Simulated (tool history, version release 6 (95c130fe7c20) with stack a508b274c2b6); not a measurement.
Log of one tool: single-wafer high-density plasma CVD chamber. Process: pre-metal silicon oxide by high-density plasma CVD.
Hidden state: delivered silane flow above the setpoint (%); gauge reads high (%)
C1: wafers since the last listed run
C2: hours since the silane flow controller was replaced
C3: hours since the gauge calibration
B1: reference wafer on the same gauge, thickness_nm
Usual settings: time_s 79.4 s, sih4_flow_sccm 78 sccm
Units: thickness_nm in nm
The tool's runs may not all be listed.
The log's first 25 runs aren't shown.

run 26 hour=678.2 | time_s=86.0 sih4_flow_sccm=93 | C1=239 C2=87.6 C3=562.0 | B1=778.617 | thickness_nm=782.082
run 27 hour=694.6 | time_s=66.3 sih4_flow_sccm=63 | C1=192 C2=104.0 C3=578.4 | B1=778.352 | thickness_nm=417.760
run 28 hour=708.1 | time_s=79.4 sih4_flow_sccm=78 | C1=158 C2=117.5 C3=591.9 | B1=779.344 | thickness_nm=612.808
run 29 hour=740.4 | time_s=69.1 sih4_flow_sccm=73 | C1=379 C2=149.8 C3=624.2 | B1=779.367 | thickness_nm=500.528
-- hour=764.6 gauge calibrated
run 30 hour=774.6 | time_s=79.4 sih4_flow_sccm=78 | C1=401 C2=184.0 C3=10.0 | B1=779.074 | thickness_nm=612.027
run 31 hour=804.5 | time_s=71.9 sih4_flow_sccm=88 | C1=351 C2=213.9 C3=39.9 | B1=778.915 | thickness_nm=618.950
run 32 hour=826.2 | time_s=71.2 sih4_flow_sccm=65 | C1=255 C2=235.6 C3=61.6 | B1=779.140 | thickness_nm=458.532
run 33 hour=848.0 | time_s=67.8 sih4_flow_sccm=91 | C1=256 C2=257.4 C3=83.4 | B1=778.561 | thickness_nm=604.573
run 34 hour=869.1 | time_s=79.4 sih4_flow_sccm=78 | C1=247 C2=278.5 C3=104.5 | B1=778.737 | thickness_nm=612.296
run 35 hour=886.1 | time_s=87.4 sih4_flow_sccm=67 | C1=199 C2=295.5 C3=121.5 | B1=779.534 | thickness_nm=582.632
-- hour=913.0 silane flow controller replaced, repeated, since the last time left the tool worse
run 36 hour=917.3 | time_s=79.4 sih4_flow_sccm=78 | C1=272 C2=4.3 C3=152.7 | B1=778.963 | thickness_nm=656.768
run 37 hour=934.8 | time_s=79.4 sih4_flow_sccm=78 | C1=205 C2=21.8 C3=170.2 | B1=779.576 | thickness_nm=655.004
run 38 hour=952.3 | time_s=79.4 sih4_flow_sccm=82 | C1=205 C2=39.3 C3=187.7 | B1=779.000 | thickness_nm=690.618
run 39 hour=976.1 | time_s=74.9 sih4_flow_sccm=66 | C1=279 C2=63.1 C3=211.5 | B1=778.895 | thickness_nm=527.748
run 40 hour=994.0 | time_s=79.4 sih4_flow_sccm=69 | C1=210 C2=81.0 C3=229.4 | B1=778.627 | thickness_nm=584.410
run 41 hour=1029.2 | time_s=87.4 sih4_flow_sccm=67 | C1=413 C2=116.2 C3=264.6 | B1=779.008 | thickness_nm=626.182
run 42 hour=1134.0 | time_s=79.4 sih4_flow_sccm=78 | C1=1231 C2=221.0 C3=369.4 | B1=779.063 | thickness_nm=657.842
run 43 hour=1162.7 | time_s=68.4 sih4_flow_sccm=69 | C1=337 C2=249.7 C3=398.1 | B1=778.749 | thickness_nm=503.019
run 44 hour=1175.6 | time_s=83.5 sih4_flow_sccm=84 | C1=151 C2=262.6 C3=411.0 | B1=778.933 | thickness_nm=742.595
run 45 hour=1198.1 | time_s=93.2 sih4_flow_sccm=63 | C1=264 C2=285.1 C3=433.5 | B1=778.837 | thickness_nm=627.164
run 46 hour=1226.7 | time_s=79.4 sih4_flow_sccm=78 | C1=336 C2=313.7 C3=462.1 | B1=778.883 | thickness_nm=659.558

Forecast each of these 4 alternatives for the next run:
run A hour=1227.1 | time_s=79.4 sih4_flow_sccm=64 | C1=4 C2=314.1 C3=462.5 | B1=? | thickness_nm=?
run B hour=1227.1 | time_s=70.8 sih4_flow_sccm=78 | C1=4 C2=314.1 C3=462.5 | B1=? | thickness_nm=?
run C hour=1227.1 | time_s=72.4 sih4_flow_sccm=66 | C1=4 C2=314.1 C3=462.5 | B1=? | thickness_nm=?
run D hour=1227.1 | time_s=90.3 sih4_flow_sccm=92 | C1=4 C2=314.1 C3=462.5 | B1=? | thickness_nm=?

run=A B1=778.772 thickness_nm=543.737
run=B B1=778.772 thickness_nm=585.411
run=C B1=778.772 thickness_nm=510.492
run=D B1=778.772 thickness_nm=874.913
Without the tool's hidden state the same runs would have given:
run=A thickness_nm=547.119
run=B thickness_nm=589.052
run=C thickness_nm=513.668
run=D thickness_nm=880.355
